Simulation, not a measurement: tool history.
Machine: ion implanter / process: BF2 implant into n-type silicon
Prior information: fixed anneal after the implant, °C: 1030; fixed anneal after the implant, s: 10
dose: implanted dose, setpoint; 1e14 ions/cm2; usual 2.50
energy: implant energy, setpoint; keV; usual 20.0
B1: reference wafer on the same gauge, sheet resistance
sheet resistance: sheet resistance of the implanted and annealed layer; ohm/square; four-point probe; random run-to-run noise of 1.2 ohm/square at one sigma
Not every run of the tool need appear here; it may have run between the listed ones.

{"run": 1, "hour": 0.0, "dose": 2.5, "energy": 20.0, "B1": 406.99, "sheet resistance": 410.91}
{"run": 2, "hour": 201.0, "dose": 1.91, "energy": 24.0, "B1": 407.19, "sheet resistance": 504.53}
{"run": 3, "hour": 256.5, "dose": 2.5, "energy": 24.0, "B1": 406.9, "sheet resistance": 402.14}
{"run": 4, "hour": 309.7, "dose": 2.1, "energy": 20.0, "B1": 406.86, "sheet resistance": 473.86}
{"run": 5, "hour": 349.4, "dose": 2.1, "energy": 20.0, "B1": 407.1, "sheet resistance": 473.64}
{"run": 6, "hour": 400.1, "dose": 2.5, "energy": 20.0, "B1": 407.42, "sheet resistance": 409.2}
{"run": 7, "hour": 434.6, "dose": 2.5, "energy": 20.0, "B1": 407.53, "sheet resistance": 407.58}
{"run": 8, "hour": 488.4, "dose": 2.5, "energy": 20.0, "B1": 407.49, "sheet resistance": 408.0}
{"run": 9, "hour": 541.5, "dose": 2.5, "energy": 20.0, "B1": 407.51, "sheet resistance": 407.28}
{"hour": 592.5, "done": "extraction supply calibrated"}
{"run": 10, "hour": 597.2, "dose": 2.5, "energy": 20.0, "B1": 407.21, "sheet resistance": 407.88}
{"hour": 609.3, "done": "Faraday cup replaced and dose calibrated"}
{"run": 11, "hour": 624.2, "dose": 2.5, "energy": 20.0, "B1": 406.98, "sheet resistance": 399.09}
{"run": 12, "hour": 649.9, "dose": 2.5, "energy": 20.0, "B1": 406.92, "sheet resistance": 400.23}
{"run": 13, "hour": 674.6, "dose": 2.5, "energy": 20.0, "B1": 407.1, "sheet resistance": 398.25}
{"run": 14, "hour": 701.3, "dose": 2.5, "energy": 20.0, "B1": 407.02, "sheet resistance": 399.58}
{"hour": 718.8, "done": "gauge calibrated"}
{"run": 15, "hour": 726.3, "dose": 2.5, "energy": 20.0, "B1": 406.82, "sheet resistance": 397.66}
{"run": 16, "hour": 772.6, "dose": 2.83, "energy": 20.0, "B1": 406.85, "sheet resistance": 360.45}
{"run": 17, "hour": 799.3, "dose": 2.5, "energy": 20.0, "B1": 406.47, "sheet resistance": 398.33}
{"run": 18, "hour": 846.2, "dose": 2.05, "energy": 23.5, "B1": 407.0, "sheet resistance": 463.18}
{"hour": 866.5, "done": "Faraday cup replaced and dose calibrated, repeated, since the last time left the tool worse"}
{"run": 19, "hour": 916.6, "dose": 2.5, "energy": 20.0, "B1": 407.08, "sheet resistance": 417.96}
{"run": 20, "hour": 981.0, "dose": 2.79, "energy": 13.5, "B1": 407.0, "sheet resistance": 397.72}
{"run": 21, "hour": 1042.5, "dose": 1.97, "energy": 20.0, "B1": 406.99, "sheet resistance": 510.44}
{"run": 22, "hour": 1095.2, "dose": 2.5, "energy": 20.0, "B1": 406.97, "sheet resistance": 414.72}
{"run": 23, "hour": 1148.6, "dose": 3.22, "energy": 14.0, "B1": 407.2, "sheet resistance": 353.13}
{"run": 24, "hour": 1205.8, "dose": 2.92, "energy": 25.5, "B1": 406.77, "sheet resistance": 356.12}
{"run": 25, "hour": 1242.0, "dose": 2.74, "energy": 13.5, "B1": 407.22, "sheet resistance": 401.22}
{"run": 26, "hour": 1294.8, "dose": 2.5, "energy": 20.0, "B1": 406.73, "sheet resistance": 415.34}
{"run": 27, "hour": 1336.5, "dose": 2.5, "energy": 20.0, "B1": 407.23, "sheet resistance": 414.47}
{"run": 28, "hour": 1400.3, "dose": 2.5, "energy": 20.0, "B1": 406.91, "sheet resistance": 413.2}
{"run": 29, "hour": 1579.2, "dose": 2.1, "energy": 23.0, "B1": 406.77, "sheet resistance": 472.67}
{"run": 30, "hour": 1629.6, "dose": 1.97, "energy": 20.0, "B1": 407.01, "sheet resistance": 505.55}
{"run": 31, "hour": 1654.6, "dose": 2.5, "energy": 23.0, "B1": 407.09, "sheet resistance": 408.01}
{"run": 32, "hour": 1732.3, "dose": 2.09, "energy": 20.0, "B1": 407.22, "sheet resistance": 480.47}
{"run": 33, "hour": 1761.0, "dose": 2.28, "energy": 15.5, "B1": 407.04, "sheet resistance": 458.28}
{"run": 34, "hour": 1829.3, "dose": 2.1, "energy": 22.0, "B1": 406.74, "sheet resistance": 472.17}
{"run": 35, "hour": 1886.1, "dose": 3.09, "energy": 24.0, "B1": 406.82, "sheet resistance": 337.47}

Difference, measured minus no-hidden-state, one row per run. Run-to-run variation is common to both terms; the gauge's own scatter need not be:
The hidden state here: deviation of the true dose from the Faraday cup's reading, %; deviation of the true energy from its setpoint, %; gauge reads high (%).
run=1 sheet_resistance=-8.73
run=2 sheet_resistance=-11.93
run=3 sheet_resistance=-9.85
run=4 sheet_resistance=-12.02
run=5 sheet_resistance=-12.26
run=6 sheet_resistance=-10.78
run=7 sheet_resistance=-10.91
run=8 sheet_resistance=-11.21
run=9 sheet_resistance=-11.46
run=10 sheet_resistance=-11.76
run=11 sheet_resistance=-20.61
run=12 sheet_resistance=-20.79
run=13 sheet_resistance=-20.81
run=14 sheet_resistance=-21.02
run=15 sheet_resistance=-21.05
run=16 sheet_resistance=-19.12
run=17 sheet_resistance=-21.45
run=18 sheet_resistance=-25.15
run=19 sheet_resistance=-2.04
run=20 sheet_resistance=-2.15
run=21 sheet_resistance=-3.34
run=22 sheet_resistance=-2.97
run=23 sheet_resistance=-2.52
run=24 sheet_resistance=-3.06
run=25 sheet_resistance=-3.46
run=26 sheet_resistance=-4.03
run=27 sheet_resistance=-4.23
run=28 sheet_resistance=-4.57
run=29 sheet_resistance=-6.28
run=30 sheet_resistance=-7.11
run=31 sheet_resistance=-5.82
run=32 sheet_resistance=-7.38
run=33 sheet_resistance=-7.21
run=34 sheet_resistance=-7.80
run=35 sheet_resistance=-5.83
